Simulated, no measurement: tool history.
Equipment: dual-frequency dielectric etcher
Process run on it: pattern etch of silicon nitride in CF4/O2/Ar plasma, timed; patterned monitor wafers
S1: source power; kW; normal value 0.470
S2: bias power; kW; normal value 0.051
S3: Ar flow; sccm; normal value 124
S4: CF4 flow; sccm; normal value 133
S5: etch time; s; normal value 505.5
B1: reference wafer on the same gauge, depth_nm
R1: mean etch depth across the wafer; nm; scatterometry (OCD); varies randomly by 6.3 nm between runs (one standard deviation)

run,hour,S1,S2,S3,S4,S5,B1,R1
1,0.0,0.470,0.056,124,133,505.5,908.3,1002.4
2,26.4,0.470,0.051,124,133,505.5,908.9,977.4
3,51.5,0.470,0.051,124,133,505.5,909.8,964.8
4,70.8,0.470,0.051,124,133,505.5,907.8,976.8
5,98.0,0.470,0.051,124,133,505.5,905.0,965.1
6,129.9,0.470,0.051,124,133,505.5,907.8,971.1
7,144.9,0.470,0.051,134,133,505.5,909.6,970.6
# hour 200.4: Ar flow controller replaced
# hour 218.3: wet clean of the chamber
8,220.3,0.470,0.051,134,133,505.5,906.7,1016.2
# hour 241.4: gauge calibrated
9,245.5,0.470,0.051,124,133,505.5,910.0,1018.6
# hour 271.3: source power generator calibrated
# hour 280.4: CF4 flow controller replaced
# hour 294.9: upper electrode replaced
10,295.4,0.510,0.051,124,165,505.5,907.9,1138.8
11,295.8,0.470,0.051,124,143,505.5,908.5,1026.3
# hour 334.5: wet clean of the chamber, repeated, since the last time left the tool worse
12,335.0,0.470,0.051,132,133,505.5,907.9,946.7
13,335.5,0.470,0.051,124,133,505.5,911.1,956.2
14,344.1,0.470,0.051,124,108,505.5,906.6,935.1
15,362.4,0.560,0.051,104,133,645.5,910.5,1490.9
# hour 397.0: bias power generator calibrated
16,422.3,0.470,0.051,98,133,505.5,907.0,991.8
17,451.8,0.560,0.051,106,150,462.0,908.5,1094.7
18,471.5,0.470,0.051,124,133,505.5,906.9,968.8
19,487.5,0.470,0.051,124,133,505.5,906.7,978.3
20,510.8,0.360,0.051,124,133,505.5,907.8,729.7
21,598.1,0.470,0.051,146,158,505.5,905.6,981.9
22,631.5,0.470,0.045,124,133,505.5,909.2,954.4

3 options for the next run, each taken on its own from the tool as it stands now. Forecast them:
A,632.1,0.470,0.051,124,133,505.5,?,?
B,632.1,0.470,0.045,97,120,505.5,?,?
C,632.1,0.400,0.051,108,114,451.5,?,?

run,B1,R1
A,905.3,980.2
B,905.3,952.6
C,905.3,733.3
What these runs would have given with no unlogged condition in the tool:
run,R1
A,955.8
B,928.9
C,715.0
